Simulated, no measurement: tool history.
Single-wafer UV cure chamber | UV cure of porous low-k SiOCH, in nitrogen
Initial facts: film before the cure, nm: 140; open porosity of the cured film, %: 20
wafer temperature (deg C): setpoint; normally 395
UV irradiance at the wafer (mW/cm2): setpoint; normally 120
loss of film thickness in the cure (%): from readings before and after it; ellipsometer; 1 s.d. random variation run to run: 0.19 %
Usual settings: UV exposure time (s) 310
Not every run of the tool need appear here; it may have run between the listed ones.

run,day,wafer temperature (deg C),UV exposure time (s),UV irradiance at the wafer (mW/cm2),wafers since the last listed run,hours since the UV bulbs were replaced,wafers since the quartz window was cleaned,loss of film thickness in the cure (%)
1,0,395,310,120,0,1182.8,90,11.795
2,0.538,395,310,120,60,1195.7,151,11.718
3,1.238,395,310,120,79,1212.5,230,11.689
4,1.708,395,310,120,53,1223.8,283,11.527
5,2.008,395,310,120,33,1231,317,11.573
6,2.738,395,310,120,82,1248.5,400,11.206
7,3.012,395,310,120,31,1255.1,431,11.339
8,3.467,395,310,120,51,1266,482,11.132
9,3.904,395,310,120,49,1276.5,532,11.346
10,4.592,395,310,120,77,1293,609,11.189
11,4.938,395,310,120,39,1301.3,648,10.969
12,6.854,395,310,120,216,1347.3,865,10.751
13,7.212,395,310,107,40,1355.9,906,10.444
14,7.596,395,310,107,43,1365.1,949,10.079
15,8.054,395,310,107,51,1376.1,1001,10.106
16,8.783,395,310,120,82,1393.6,1083,10.668
17,9.308,395,310,120,59,1406.2,1143,10.677
18,9.925,383,310,120,69,1421,1212,10.286
19,10.267,395,355,120,38,1429.2,1251,11.159
20,10.583,395,380,120,35,1436.8,1287,11.15
# day 11.771: UV bulbs replaced
21,12.412,395,310,120,169,15.4,1456,12.544
22,12.688,395,390,120,31,22,1487,13.757
# day 13.375: quartz window cleaned
23,13.396,402,215,120,42,39,2,11.844
24,15.288,395,310,120,213,84.4,216,13.479
25,15.983,395,200,120,78,101.1,294,11.499
26,16.312,378,180,138,37,109,332,11.168
27,16.625,384,430,160,35,116.5,367,15.387
28,17.367,376,310,104,83,134.3,451,12.268
29,17.904,407,175,80,60,147.2,512,8.97
30,18.529,414,415,120,70,162.2,582,14.566
31,19.012,395,310,109,54,173.8,637,12.584
32,19.483,386,310,120,53,185.1,690,13.053
33,20.012,388,310,100,59,197.8,750,12.188
34,20.417,400,360,153,45,207.5,796,14.604
35,21.129,395,310,107,80,224.6,876,12.359
36,21.454,395,230,120,36,232.4,913,11.285
37,21.733,395,205,155,31,239.1,945,12.287
38,22.25,409,440,120,58,251.5,1003,14.377
39,22.588,410,310,108,38,259.6,1041,12.382
40,23.283,409,125,120,78,276.3,1120,8.965
41,23.875,395,310,120,66,290.5,1187,12.682
42,24.267,378,180,138,44,299.9,1231,10.378
43,24.717,404,220,120,50,310.7,1282,11.125
44,25.442,395,310,120,81,328.1,1364,12.032

Hidden state at the last listed run before each entry between runs and at the first one after, where it differs:
Runs 20 to 21: UV bulbs replaced (day 11.771)
  lamp output below its setpoint, %: 43.4 -> 2.81; transmission lost against a clean window, %: 17.5 -> 19.8
  measured result minus the result with no hidden state, loss of film thickness in the cure (%): -3.332 -> -1.105
Runs 22 to 23: quartz window cleaned (day 13.375)
  lamp output below its setpoint, %: 2.98 -> 3.44; transmission lost against a clean window, %: 20.2 -> 2.23
  measured result minus the result with no hidden state, loss of film thickness in the cure (%): -1.162 -> -0.249
